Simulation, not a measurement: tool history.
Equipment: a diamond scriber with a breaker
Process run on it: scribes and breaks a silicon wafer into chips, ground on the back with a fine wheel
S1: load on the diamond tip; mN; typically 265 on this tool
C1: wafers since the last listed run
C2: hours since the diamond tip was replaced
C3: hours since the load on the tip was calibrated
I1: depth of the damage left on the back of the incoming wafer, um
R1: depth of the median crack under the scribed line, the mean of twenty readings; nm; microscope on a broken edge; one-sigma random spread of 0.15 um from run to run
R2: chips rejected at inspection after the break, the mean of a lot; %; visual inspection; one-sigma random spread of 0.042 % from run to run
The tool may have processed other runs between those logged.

run 1 day=0 | S1=322 | C1=0 C2=651.8 C3=552.4 | I1=2.37 | R1=15340 R2=2
-- day=0.562 load on the tip recalibrated
run 2 day=1.342 | S1=322 | C1=38 C2=684 C3=18.7 | I1=2.4 | R1=14120 R2=1.23
run 3 day=2.554 | S1=322 | C1=37 C2=713.1 C3=47.8 | I1=2.87 | R1=14200 R2=1.62
run 4 day=4.683 | S1=265 | C1=65 C2=764.2 C3=98.9 | I1=2.41 | R1=12780 R2=1.95
run 5 day=7.283 | S1=204 | C1=80 C2=826.6 C3=161.3 | I1=1.93 | R1=11430 R2=5.9
run 6 day=9.592 | S1=204 | C1=71 C2=882 C3=216.7 | I1=1.93 | R1=11250 R2=5.7
run 7 day=11.392 | S1=204 | C1=55 C2=925.2 C3=259.9 | I1=1.55 | R1=11160 R2=5.43
run 8 day=13.371 | S1=265 | C1=60 C2=972.7 C3=307.4 | I1=1.62 | R1=13130 R2=1.31
run 9 day=21.221 | S1=265 | C1=241 C2=1161.1 C3=495.8 | I1=1.95 | R1=13410 R2=1.06
-- day=21.762 diamond tip replaced by a new one
-- day=23 load on the tip recalibrated
run 10 day=23.325 | S1=265 | C1=59 C2=37.5 C3=7.8 | I1=1.53 | R1=13420 R2=1.03
run 11 day=25.8 | S1=243 | C1=76 C2=96.9 C3=67.2 | I1=1.73 | R1=12610 R2=1.76
run 12 day=27.558 | S1=265 | C1=54 C2=139.1 C3=109.4 | I1=2.1 | R1=13390 R2=1.29
run 13 day=29.467 | S1=265 | C1=58 C2=184.9 C3=155.2 | I1=1.59 | R1=13390 R2=1.06
run 14 day=31.475 | S1=265 | C1=61 C2=233.1 C3=203.4 | I1=2.69 | R1=13170 R2=1.61
run 15 day=33.142 | S1=247 | C1=51 C2=273.1 C3=243.4 | I1=1.98 | R1=12920 R2=2
run 16 day=35.658 | S1=193 | C1=77 C2=333.5 C3=303.8 | I1=2.24 | R1=11320 R2=6.46
run 17 day=38.533 | S1=265 | C1=88 C2=402.5 C3=372.8 | I1=2.03 | R1=13120 R2=1.22
run 18 day=41.5 | S1=294 | C1=91 C2=473.7 C3=444 | I1=1.69 | R1=13930 R2=0.94
run 19 day=42.675 | S1=265 | C1=36 C2=501.9 C3=472.2 | I1=2.94 | R1=13610 R2=1.86
-- day=43.462 load on the tip recalibrated
run 20 day=45.046 | S1=192 | C1=70 C2=558.8 C3=38 | I1=2.54 | R1=10790 R2=8.93
run 21 day=49.104 | S1=304 | C1=124 C2=656.2 C3=135.4 | I1=2.28 | R1=13970 R2=1.08
run 22 day=50.525 | S1=289 | C1=43 C2=690.3 C3=169.5 | I1=1.67 | R1=13510 R2=0.98
run 23 day=52.896 | S1=265 | C1=73 C2=747.2 C3=226.4 | I1=1.96 | R1=13200 R2=1.56
run 24 day=55.242 | S1=211 | C1=72 C2=803.5 C3=282.7 | I1=2.91 | R1=11670 R2=5.7
run 25 day=56.55 | S1=341 | C1=40 C2=834.9 C3=314.1 | I1=2.68 | R1=15420 R2=2.14
run 26 day=57.612 | S1=265 | C1=32 C2=860.4 C3=339.6 | I1=2.52 | R1=13310 R2=1.54
run 27 day=59.575 | S1=265 | C1=60 C2=907.5 C3=386.7 | I1=1.77 | R1=13150 R2=1.22
run 28 day=61.296 | S1=215 | C1=52 C2=948.8 C3=428 | I1=2.47 | R1=11750 R2=4
run 29 day=62.658 | S1=333 | C1=41 C2=981.5 C3=460.7 | I1=2.61 | R1=14780 R2=2.24
-- day=63.179 load on the tip recalibrated
run 30 day=64.075 | S1=242 | C1=41 C2=1015.5 C3=21.5 | I1=2.81 | R1=11860 R2=4.92

Alternative continuations, all from the tool just after run 30; predict every row:
run A day=64.104 | S1=265 | C1=0 C2=1016.2 C3=22.2 | I1=2.87 | R1=? R2=?
run B day=64.104 | S1=219 | C1=0 C2=1016.2 C3=22.2 | I1=2.87 | R1=? R2=?
run C day=64.104 | S1=302 | C1=0 C2=1016.2 C3=22.2 | I1=2.87 | R1=? R2=?

run=A R1=12550 R2=3.09
run=B R1=11350 R2=6.93
run=C R1=13480 R2=1.72
With no hidden state in the tool, these same runs would have given:
run=A R1=14020 R2=1.46
run=B R1=12680 R2=2.84
run=C R1=15060 R2=1.88

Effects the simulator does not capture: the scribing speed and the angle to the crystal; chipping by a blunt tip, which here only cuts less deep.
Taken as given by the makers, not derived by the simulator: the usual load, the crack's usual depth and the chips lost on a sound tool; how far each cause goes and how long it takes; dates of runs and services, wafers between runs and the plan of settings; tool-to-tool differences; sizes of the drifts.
